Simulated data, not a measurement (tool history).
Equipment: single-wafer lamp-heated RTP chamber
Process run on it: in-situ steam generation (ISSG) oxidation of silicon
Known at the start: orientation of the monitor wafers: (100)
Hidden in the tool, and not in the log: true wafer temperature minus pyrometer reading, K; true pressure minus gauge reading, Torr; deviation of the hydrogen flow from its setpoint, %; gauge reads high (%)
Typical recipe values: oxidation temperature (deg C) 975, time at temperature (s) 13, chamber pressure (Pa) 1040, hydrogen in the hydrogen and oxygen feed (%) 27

run   hour  oxidation temperature (deg C)  time at temperature (s)  chamber pressure (Pa)  hydrogen in the hydrogen and oxygen feed (%)  wafers since the last listed run  wafers since the last pyrometer calibration  hours since the pressure gauge was zeroed  hours since the hydrogen flow controller was replaced  hours since the gauge calibration  read-back reference wafer on the same gauge, thickness  oxide thickness on the monitor wafer (Å)
  1    0.0                            975                       13                   1040                                            27                                 0                                         4667                                     4385.4                                                 5593.7                              158.7                                                   3.669                                     46.48
  2   16.4                            975                       13                   1040                                            27                               129                                         4796                                     4401.8                                                 5610.1                              175.1                                                   3.671                                     46.46
  3   33.7                            975                       13                   1040                                            27                               136                                         4933                                     4419.1                                                 5627.4                              192.4                                                   3.670                                     46.45
  4   46.7                            985                       13                   1040                                            27                               102                                         5036                                     4432.1                                                 5640.4                              205.4                                                   3.671                                     48.09
  5   59.4                            985                       13                   1040                                            27                               100                                         5136                                     4444.8                                                 5653.1                              218.1                                                   3.670                                     48.09
  6   70.0                            975                       13                   1040                                            27                                83                                         5220                                     4455.4                                                 5663.7                              228.7                                                   3.670                                     46.63
  7  106.4                            975                       13                   1160                                            27                               287                                         5508                                     4491.8                                                 5700.1                              265.1                                                   3.671                                     46.12
  8  122.5                            975                       13                   1160                                            27                               127                                         5635                                     4507.9                                                 5716.2                              281.2                                                   3.672                                     46.16
  9  128.7                            975                       13                   1040                                            27                                49                                         5684                                     4514.1                                                 5722.4                              287.4                                                   3.669                                     46.47
 10  136.8                            975                       13                   1040                                            27                                64                                         5748                                     4522.2                                                 5730.5                              295.5                                                   3.671                                     46.76
     143.9  -- gauge calibrated
 11  159.6                            975                       13                   1040                                            31                               180                                         5928                                     4545.0                                                 5753.3                               15.7                                                   3.668                                     48.55
 12  165.7                            964                       16                   1040                                            27                                48                                         5977                                     4551.1                                                 5759.4                               21.8                                                   3.671                                     48.88
     177.4  -- pressure gauge zeroed
     199.8  -- pyrometer window cleaned and pyrometer calibrated
     207.9  -- hydrogen flow controller replaced
 13  208.4                            962                        9                    920                                            18                               147                                            5                                       31.0                                                    0.5                               64.5                                                   3.669                                     34.03
 14  211.7                            975                       13                    947                                            27                                26                                           31                                       34.3                                                    3.8                               67.8                                                   3.671                                     45.47
 15  219.0                            957                       13                    933                                            27                                57                                           88                                       41.6                                                   11.1                               75.1                                                   3.670                                     43.03
 16  230.7                            975                       13                   1040                                            27                                92                                          181                                       53.3                                                   22.8                               86.8                                                   3.669                                     45.54
 17  238.2                            975                       16                   1040                                            24                                59                                          240                                       60.8                                                   30.3                               94.3                                                   3.670                                     47.99
 18  254.6                            975                       13                   1040                                            27                               129                                          370                                       77.2                                                   46.7                              110.7                                                   3.670                                     45.63
 19  261.1                            987                       11                   1227                                            32                                51                                          421                                       83.7                                                   53.2                              117.2                                                   3.670                                     45.60
 20  269.4                            980                       18                   1107                                            18                                65                                          487                                       92.0                                                   61.5                              125.5                                                   3.668                                     47.99
 21  276.6                            975                       13                    920                                            32                                56                                          544                                       99.2                                                   68.7                              132.7                                                   3.669                                     48.04
 22  286.4                            967                       11                   1227                                            24                                77                                          621                                      109.0                                                   78.5                              142.5                                                   3.669                                     40.03
 23  293.6                            975                       13                   1040                                            27                                56                                          678                                      116.2                                                   85.7                              149.7                                                   3.671                                     45.83

For each run, the measured value with the value that run would have given without the tool's hidden condition subtracted. The run-to-run variation is shared by both, the gauge scatter possibly not:
run  oxide thickness on the monitor wafer (Å)
  1                                     +1.28
  2                                     +1.28
  3                                     +1.30
  4                                     +1.45
  5                                     +1.46
  6                                     +1.33
  7                                     +1.33
  8                                     +1.34
  9                                     +1.35
 10                                     +1.36
 11                                     +1.43
 12                                     +1.45
 13                                     +0.12
 14                                     +0.21
 15                                     +0.21
 16                                     +0.30
 17                                     +0.37
 18                                     +0.39
 19                                     +0.42
 20                                     +0.55
 21                                     +0.50
 22                                     +0.39
 23                                     +0.53

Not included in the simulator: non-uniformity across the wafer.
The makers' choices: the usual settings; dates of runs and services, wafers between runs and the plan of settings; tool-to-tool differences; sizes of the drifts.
